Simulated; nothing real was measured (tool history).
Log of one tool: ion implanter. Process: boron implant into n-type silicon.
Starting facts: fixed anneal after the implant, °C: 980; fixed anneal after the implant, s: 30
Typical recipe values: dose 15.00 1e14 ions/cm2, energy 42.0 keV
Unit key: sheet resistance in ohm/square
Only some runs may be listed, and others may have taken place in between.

run	day	dose	energy	wafers since the last listed run	hours since the last dose calibration	hours since the extraction supply was calibrated	hours since the gauge calibration	read-back reference wafer on the same gauge, sheet resistance	sheet resistance
1	0.000	15.00	42.0	0	1276.5	4458.7	112.5	89.40	82.15
2	1.188	15.00	42.0	506	1305.0	4487.2	141.0	89.44	82.20
3	2.521	15.00	42.0	568	1337.0	4519.2	173.0	89.40	82.59
4	3.621	15.00	42.0	468	1363.4	4545.6	199.4	89.42	82.67
5	4.362	15.00	34.5	316	1381.2	4563.4	217.2	89.36	83.63
# day 5.671: Faraday cup replaced and dose calibrated
# day 5.825: extraction supply calibrated
6	5.846	15.00	34.5	424	4.2	0.5	252.8	89.39	80.54
7	6.204	15.00	42.0	152	12.8	9.1	261.4	89.36	79.39
# day 7.046: gauge calibrated
8	7.446	18.30	54.5	529	42.6	38.9	9.6	89.38	67.74
9	8.338	15.00	48.0	380	64.0	60.3	31.0	89.36	79.14
10	8.888	18.18	56.5	234	77.2	73.5	44.2	89.38	67.91
11	9.800	19.29	42.0	388	99.1	95.4	66.1	89.39	66.17

The next listed run, before its measurement:
12	10.350	18.24	48.5	234	112.3	108.6	79.3	?	?

read-back reference wafer on the same gauge, sheet resistance: 89.40
sheet resistance: 68.31 ohm/square
The same run, on a tool lacking any hidden state, would have yielded sheet resistance 68.33 ohm/square.
